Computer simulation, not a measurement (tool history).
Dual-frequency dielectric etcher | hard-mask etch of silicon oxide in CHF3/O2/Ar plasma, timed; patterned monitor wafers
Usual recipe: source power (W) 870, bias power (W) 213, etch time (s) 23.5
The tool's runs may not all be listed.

run,hour,source power (W),bias power (W),etch time (s),"read-back reference wafer on the same gauge, depth_nm",mean etch depth across the wafer (Å)
1,0.0,870,213,27.0,48.5,621
2,51.3,870,213,27.0,48.5,617
3,104.3,870,213,23.5,48.4,534
# hour 104.7: gauge calibrated
4,132.9,870,213,23.5,50.0,555
5,167.4,1020,248,23.5,49.8,615
6,204.9,1020,248,23.5,49.6,612
# hour 255.5: wet clean of the chamber
7,265.0,1020,248,23.5,49.3,614
8,334.9,870,202,23.5,49.1,538
# hour 367.3: bias power generator calibrated
9,373.8,870,202,23.5,49.0,538
10,432.2,870,251,23.5,48.8,569
11,463.6,870,251,23.5,48.8,565
# hour 556.4: upper electrode replaced
12,556.9,930,213,23.5,48.7,557
13,560.1,670,242,28.5,48.6,598
14,586.6,1020,248,23.5,48.6,603
15,630.7,870,251,23.5,48.6,560
# hour 704.1: wet clean of the chamber
16,704.6,680,238,26.5,48.6,561
17,723.9,710,213,21.5,48.5,449
18,751.9,810,262,20.0,48.5,471
19,817.1,870,213,23.5,48.4,536
# hour 822.3: source power generator calibrated
# hour 843.9: gauge calibrated
20,860.4,800,185,29.5,49.9,649
21,897.2,740,253,20.0,49.6,454
22,951.9,720,238,17.0,49.3,376
23,1009.2,800,213,23.5,49.1,527
# hour 1122.3: wet clean of the chamber
24,1191.3,870,261,23.5,48.7,568

The same runs without the tool's hidden state, with the same run-to-run variation:
The tool's hidden condition here consists of: etch rate over this chamber's usual, %; source power that arrives over what is set, %; bias power that arrives over what is set, %; gauge reads high (%).
run,mean etch depth across the wafer (Å)
1,643
2,639
3,554
4,558
5,621
6,620
7,625
8,550
9,551
10,585
11,581
12,575
13,617
14,623
15,579
16,581
17,465
18,488
19,555
20,654
21,459
22,383
23,538
24,586
